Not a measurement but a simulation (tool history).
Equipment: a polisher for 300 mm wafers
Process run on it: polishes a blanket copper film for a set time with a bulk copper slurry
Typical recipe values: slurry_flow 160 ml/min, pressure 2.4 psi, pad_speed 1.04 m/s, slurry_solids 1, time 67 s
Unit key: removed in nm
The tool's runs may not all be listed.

run	hour	slurry_flow	pressure	pad_speed	slurry_solids	time	wafers since the last listed run	wafers polished on this pad	hours since the slurry nozzle was cleaned	hours since the head pressure was calibrated	hours since the slurry blender was calibrated	incoming thickness of the incoming film, nm	removed
1	0	160	2.4	1.04	1	67	0	337	281.3	1264.8	105.1	4599.5	430.6
2	17.3	160	2.4	1.04	1	67	229	566	298.6	1282.1	122.4	4547.2	429.8
# hour 60: slurry blender recalibrated
# hour 100.2: worn pad replaced by a new one
# hour 105.3: slurry nozzle cleaned
3	105.8	160	2.4	1.04	1	67	1079	60	0.5	1370.6	45.8	4506.4	451
4	128.5	160	2.4	1.04	1	67	300	361	23.2	1393.3	68.5	4551.5	452.9
5	160.5	160	2.4	1.04	0.85	67	423	784	55.2	1425.3	100.5	4548.4	430.8
6	195.4	160	2.4	1.04	1	67	462	1247	90.1	1460.2	135.4	4617.4	446.8
# hour 216.4: slurry blender recalibrated
7	219.2	160	2.4	1.04	1	67	288	1535	113.9	1484	2.8	4538.6	451.5
# hour 231.6: worn pad replaced by a new one
8	237.3	160	2.4	1.04	1	67	186	75	132	1502.1	20.9	4466	442.3
9	322.3	135	2.4	1.04	1	67	1125	1201	217	1587.1	105.9	4539.5	428.4
# hour 347.9: head pressure recalibrated
10	354.4	160	2.8	1.04	1	67	398	1599	249.1	6.5	138	4508.8	504.5
# hour 372.6: slurry blender recalibrated
# hour 384.3: worn pad replaced by a new one
11	434.6	160	2.4	1.04	1	67	982	666	329.3	86.7	62	4590.1	410.5
12	451.7	160	2.4	1.04	1	67	226	893	346.4	103.8	79.1	4531.1	412.8
13	465.5	160	2.4	1.04	1	80	182	1075	360.2	117.6	92.9	4495	487.5
# hour 483.1: slurry nozzle cleaned
14	493.6	160	2.4	0.84	1	67	358	1434	10.5	145.7	121	4636.4	368.6
# hour 508.3: worn pad replaced by a new one
15	518.5	190	2	1.04	1	67	276	135	35.4	170.6	145.9	4526.6	384.9
16	541.2	145	3.1	1.28	1	67	300	436	58.1	193.3	168.6	4631.8	685.9
# hour 553.2: slurry blender recalibrated
17	553.7	160	2.4	1.04	1	67	139	575	70.6	205.8	0.5	4538.9	442.7
18	577.8	195	2.4	1.04	1	67	319	894	94.7	229.9	24.6	4505.3	458.8
19	600.4	160	2.4	1.04	1.15	78	299	1193	117.3	252.5	47.2	4490.1	532.1
20	613.3	110	2	1.04	1	67	170	1364	130.2	265.4	60.1	4564.1	344.5
# hour 629.2: worn pad replaced by a new one
21	635.4	160	2.4	1.04	1	67	239	81	152.3	287.5	82.2	4533	443.3
22	667.7	145	2.4	1.04	1.1	67	427	509	184.6	319.8	114.5	4535	438.9
23	689.5	160	2.4	1.04	1	67	288	798	206.4	341.6	136.3	4526.2	440.8

Each row is a separate what-if for the run after 23, all from the same tool condition, not one after another. Results?
A	689.9	160	2.4	0.72	1	67	5	803	206.8	342	136.7	4613.2	?
B	689.9	160	2.7	1.36	1	67	5	803	206.8	342	136.7	4613.2	?
C	689.9	130	1.8	0.7	1	67	5	803	206.8	342	136.7	4613.2	?

run	removed
A	312.5
B	636.2
C	219.2
With no hidden state in the tool, these same runs would have given:
run	removed
A	322.3
B	656.1
C	227.5
